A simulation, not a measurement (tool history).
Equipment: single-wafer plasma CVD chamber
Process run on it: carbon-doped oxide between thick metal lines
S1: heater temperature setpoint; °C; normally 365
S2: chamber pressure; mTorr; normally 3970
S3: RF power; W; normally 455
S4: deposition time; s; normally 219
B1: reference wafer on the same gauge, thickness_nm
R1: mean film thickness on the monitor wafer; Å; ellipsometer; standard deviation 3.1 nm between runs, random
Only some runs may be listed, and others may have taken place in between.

| run | hour | S1 | S2 | S3 | S4 | B1 | R1 |
|---|---|---|---|---|---|---|---|
| 1 | 0.0 | 365 | 3470 | 455 | 219 | 1111.050 | 8811.67 |
| 2 | 32.8 | 365 | 4570 | 455 | 219 | 1110.433 | 9103.46 |
| 3 | 50.9 | 365 | 3970 | 455 | 219 | 1110.687 | 8903.33 |
| 4 | 72.5 | 365 | 3970 | 455 | 219 | 1109.802 | 8871.24 |
| 5 | 94.3 | 365 | 3970 | 455 | 219 | 1109.318 | 8910.32 |
| 6 | 112.6 | 377 | 4950 | 455 | 219 | 1109.367 | 9023.46 |
| 7 | 134.5 | 365 | 3970 | 420 | 219 | 1110.111 | 8322.87 |
| 8 | 161.3 | 365 | 3560 | 455 | 219 | 1109.082 | 8712.49 |
|  | 169.5 | gauge calibrated |
| 9 | 181.0 | 365 | 3970 | 455 | 253 | 1109.986 | 10238.07 |
| 10 | 206.5 | 365 | 3970 | 455 | 179 | 1109.572 | 7223.94 |
| 11 | 239.9 | 365 | 3970 | 455 | 253 | 1109.956 | 10187.80 |
| 12 | 252.9 | 365 | 3970 | 455 | 219 | 1109.240 | 8771.25 |
|  | 284.5 | RF generator calibrated |
| 13 | 285.0 | 372 | 3530 | 455 | 178 | 1109.949 | 7350.58 |
| 14 | 316.4 | 365 | 3970 | 455 | 219 | 1109.922 | 9359.27 |
| 15 | 331.8 | 356 | 4240 | 480 | 219 | 1110.394 | 9980.44 |
| 16 | 348.4 | 351 | 4330 | 415 | 253 | 1109.712 | 10431.81 |
| 17 | 379.9 | 365 | 3970 | 455 | 219 | 1110.742 | 9330.47 |
| 18 | 399.1 | 350 | 3970 | 405 | 206 | 1110.621 | 8236.95 |
| 19 | 429.4 | 365 | 3970 | 455 | 219 | 1110.514 | 9333.78 |
|  | 438.8 | capacitance manometer re-zeroed and calibrated |
| 20 | 444.1 | 365 | 3970 | 455 | 219 | 1109.474 | 9339.91 |
|  | 465.3 | thermocouple changed; heater temperature recalibrated |
| 21 | 467.7 | 353 | 3110 | 505 | 183 | 1109.507 | 8315.14 |
| 22 | 495.7 | 365 | 3970 | 455 | 185 | 1109.672 | 7887.53 |
| 23 | 530.5 | 359 | 3460 | 495 | 204 | 1110.997 | 9214.70 |
| 24 | 564.1 | 378 | 4410 | 455 | 243 | 1110.228 | 10322.75 |
| 25 | 587.6 | 373 | 3970 | 455 | 219 | 1108.419 | 9178.31 |
| 26 | 617.2 | 377 | 3260 | 505 | 237 | 1110.401 | 10331.32 |
| 27 | 698.9 | 374 | 4560 | 455 | 256 | 1109.794 | 10963.23 |
| 28 | 714.8 | 365 | 3970 | 455 | 219 | 1110.733 | 9318.55 |
| 29 | 731.2 | 376 | 4490 | 455 | 238 | 1109.666 | 10111.61 |

Measured minus without-hidden-state, run by run (identical run-to-run variation in each term; gauge scatter may differ):
Unlogged tool condition in this case: wafer temperature above the value expected at the setpoint (K); delivered RF power above the setpoint (%); true pressure above the setpoint (%); gauge reads high (%).
| run | R1 |
|---|---|
| 1 | -444.52 |
| 2 | -474.85 |
| 3 | -472.97 |
| 4 | -481.57 |
| 5 | -494.28 |
| 6 | -509.66 |
| 7 | -481.17 |
| 8 | -516.02 |
| 9 | -617.98 |
| 10 | -446.80 |
| 11 | -650.32 |
| 12 | -566.76 |
| 13 | -49.35 |
| 14 | -62.95 |
| 15 | -58.82 |
| 16 | -71.62 |
| 17 | -63.69 |
| 18 | -57.46 |
| 19 | -65.08 |
| 20 | -65.63 |
| 21 | -50.66 |
| 22 | -57.29 |
| 23 | -60.01 |
| 24 | -79.25 |
| 25 | -72.02 |
| 26 | -71.22 |
| 27 | -96.85 |
| 28 | -83.87 |
| 29 | -92.81 |

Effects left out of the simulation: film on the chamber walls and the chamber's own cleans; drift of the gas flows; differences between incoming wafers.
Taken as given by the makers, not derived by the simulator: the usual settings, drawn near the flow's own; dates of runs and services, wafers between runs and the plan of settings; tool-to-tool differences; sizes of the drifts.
